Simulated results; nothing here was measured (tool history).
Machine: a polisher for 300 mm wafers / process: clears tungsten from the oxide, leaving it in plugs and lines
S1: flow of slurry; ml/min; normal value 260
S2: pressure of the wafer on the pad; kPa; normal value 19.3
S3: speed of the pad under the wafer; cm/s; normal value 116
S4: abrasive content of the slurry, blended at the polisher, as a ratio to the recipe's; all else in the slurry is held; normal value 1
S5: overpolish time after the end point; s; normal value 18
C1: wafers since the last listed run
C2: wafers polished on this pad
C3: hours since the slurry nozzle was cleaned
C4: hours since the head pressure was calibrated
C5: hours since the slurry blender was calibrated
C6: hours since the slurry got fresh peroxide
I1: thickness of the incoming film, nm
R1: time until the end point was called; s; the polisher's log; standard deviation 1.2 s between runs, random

| run | day | S1 | S2 | S3 | S4 | S5 | C1 | C2 | C3 | C4 | C5 | C6 | I1 | R1 |
|---|---|---|---|---|---|---|---|---|---|---|---|---|---|---|
| 1 | 0 | 260 | 19.3 | 116 | 1 | 18 | 0 | 1607 | 426.6 | 265.4 | 97.9 | 388.3 | 311.9 | 81.6 |
| 2 | 1.933 | 260 | 19.3 | 116 | 1 | 18 | 504 | 2112 | 473 | 311.8 | 144.3 | 434.7 | 313.6 | 84.1 |
| 3 | 4.2 | 260 | 19.3 | 116 | 1 | 18 | 592 | 2704 | 527.4 | 366.2 | 198.7 | 489.1 | 316.7 | 85.9 |
|  | 5.962 | slurry nozzle cleaned |
|  | 6.588 | slurry tank refilled with fresh slurry and peroxide |
| 4 | 6.608 | 260 | 19.3 | 116 | 1 | 18 | 607 | 3311 | 15.5 | 424 | 256.5 | 0.5 | 305 | 81.8 |
| 5 | 9.325 | 260 | 15.2 | 116 | 1 | 18 | 709 | 4021 | 80.7 | 489.2 | 321.7 | 65.7 | 307.5 | 96.3 |
| 6 | 11.554 | 260 | 19.3 | 116 | 1.15 | 12 | 582 | 4603 | 134.2 | 542.7 | 375.2 | 119.2 | 308.5 | 80.4 |
|  | 12.242 | head pressure recalibrated |
| 7 | 13.612 | 260 | 19.3 | 104 | 1 | 18 | 515 | 5119 | 183.6 | 32.9 | 424.6 | 168.6 | 308.3 | 91.4 |
| 8 | 16.617 | 205 | 22.8 | 116 | 1 | 24 | 784 | 5903 | 255.7 | 105 | 496.7 | 240.7 | 316.6 | 80.9 |
| 9 | 19.8 | 195 | 17.2 | 116 | 0.8 | 18 | 831 | 6735 | 332.1 | 181.4 | 573.1 | 317.1 | 312.4 | 100.8 |
|  | 20.708 | worn pad replaced by a new one |
| 10 | 22.071 | 195 | 19.3 | 80 | 0.8 | 18 | 549 | 355 | 386.6 | 235.9 | 627.6 | 371.6 | 311 | 124.2 |
| 11 | 23.679 | 260 | 19.3 | 116 | 1 | 18 | 420 | 775 | 425.2 | 274.5 | 666.2 | 410.2 | 312.2 | 86.9 |
|  | 25.358 | slurry blender recalibrated |
| 12 | 27.233 | 260 | 19.3 | 116 | 1 | 8 | 906 | 1682 | 510.5 | 359.8 | 45 | 495.5 | 306.5 | 78.4 |
|  | 29.029 | slurry tank refilled with fresh slurry and peroxide |
| 13 | 29.212 | 230 | 13.8 | 116 | 1.25 | 22 | 506 | 2188 | 558 | 407.3 | 92.5 | 4.4 | 305.2 | 92.9 |
|  | 32.425 | slurry nozzle cleaned |
|  | 37.492 | head pressure recalibrated |
| 14 | 39.925 | 215 | 15.9 | 116 | 0.8 | 23 | 2765 | 4953 | 180 | 58.4 | 349.6 | 261.5 | 307.4 | 99.4 |
| 15 | 43.071 | 260 | 19.3 | 116 | 1 | 18 | 821 | 5775 | 255.5 | 133.9 | 425.1 | 337 | 306.5 | 82.8 |
| 16 | 45.333 | 260 | 23.4 | 116 | 1 | 27 | 590 | 6366 | 309.8 | 188.2 | 479.4 | 391.3 | 310.5 | 76.6 |
| 17 | 47.229 | 260 | 19.3 | 86 | 0.85 | 12 | 495 | 6861 | 355.3 | 233.7 | 524.9 | 436.8 | 314.8 | 111.4 |
|  | 49.183 | slurry blender recalibrated |
|  | 50.346 | worn pad replaced by a new one |
| 18 | 50.367 | 170 | 26.2 | 116 | 1 | 18 | 754 | 5 | 430.6 | 309 | 28.4 | 512.1 | 310.6 | 69.9 |
|  | 51.467 | slurry tank refilled with fresh slurry and peroxide |
| 19 | 52.654 | 260 | 19.3 | 116 | 1 | 12 | 586 | 592 | 485.5 | 363.9 | 83.3 | 28.5 | 313.4 | 81 |
| 20 | 55.325 | 175 | 19.3 | 152 | 1 | 18 | 697 | 1289 | 549.6 | 428 | 147.4 | 92.6 | 309.9 | 71.1 |
| 21 | 57.392 | 320 | 19.3 | 146 | 1 | 18 | 539 | 1829 | 599.2 | 477.6 | 197 | 142.2 | 310.9 | 68.8 |
|  | 60.4 | slurry nozzle cleaned |
| 22 | 60.667 | 215 | 15.9 | 116 | 0.8 | 23 | 844 | 2674 | 6.4 | 556.2 | 275.6 | 220.8 | 307.8 | 102.4 |
|  | 62.617 | head pressure recalibrated |
| 23 | 64.071 | 200 | 19.3 | 116 | 1.1 | 24 | 867 | 3541 | 88.1 | 34.9 | 357.3 | 302.5 | 312 | 89.1 |
| 24 | 67.162 | 260 | 21.4 | 116 | 0.75 | 10 | 807 | 4348 | 162.3 | 109.1 | 431.5 | 376.7 | 309 | 87.6 |
| 25 | 70.096 | 310 | 19.3 | 116 | 1.25 | 18 | 766 | 5115 | 232.7 | 179.5 | 501.9 | 447.1 | 313.1 | 80.9 |
| 26 | 74.304 | 180 | 24.1 | 116 | 1 | 14 | 1099 | 6214 | 333.7 | 280.5 | 602.9 | 548.1 | 313.7 | 78.8 |
|  | 75.875 | slurry blender recalibrated |
|  | 76.421 | worn pad replaced by a new one |
|  | 77.721 | slurry tank refilled with fresh slurry and peroxide |
| 27 | 77.85 | 260 | 19.3 | 116 | 1 | 18 | 849 | 362 | 418.8 | 365.6 | 47.4 | 3.1 | 309.6 | 80.5 |

What if the next run were any one of these 3? Each begins from the tool's condition after run 27:
| A | 77.871 | 260 | 19.3 | 128 | 1 | 18 | 5 | 367 | 419.3 | 366.1 | 47.9 | 3.6 | 311.2 | ? |
| B | 77.871 | 335 | 15.9 | 126 | 1 | 21 | 5 | 367 | 419.3 | 366.1 | 47.9 | 3.6 | 311.2 | ? |
| C | 77.871 | 260 | 19.3 | 116 | 1 | 14 | 5 | 367 | 419.3 | 366.1 | 47.9 | 3.6 | 311.2 | ? |

| run | R1 |
|---|---|
| A | 73.3 |
| B | 81.2 |
| C | 78.7 |
Had the tool no hidden state, the same runs would have come out as:
| run | R1 |
|---|---|
| A | 71.1 |
| B | 78.8 |
| C | 76.4 |
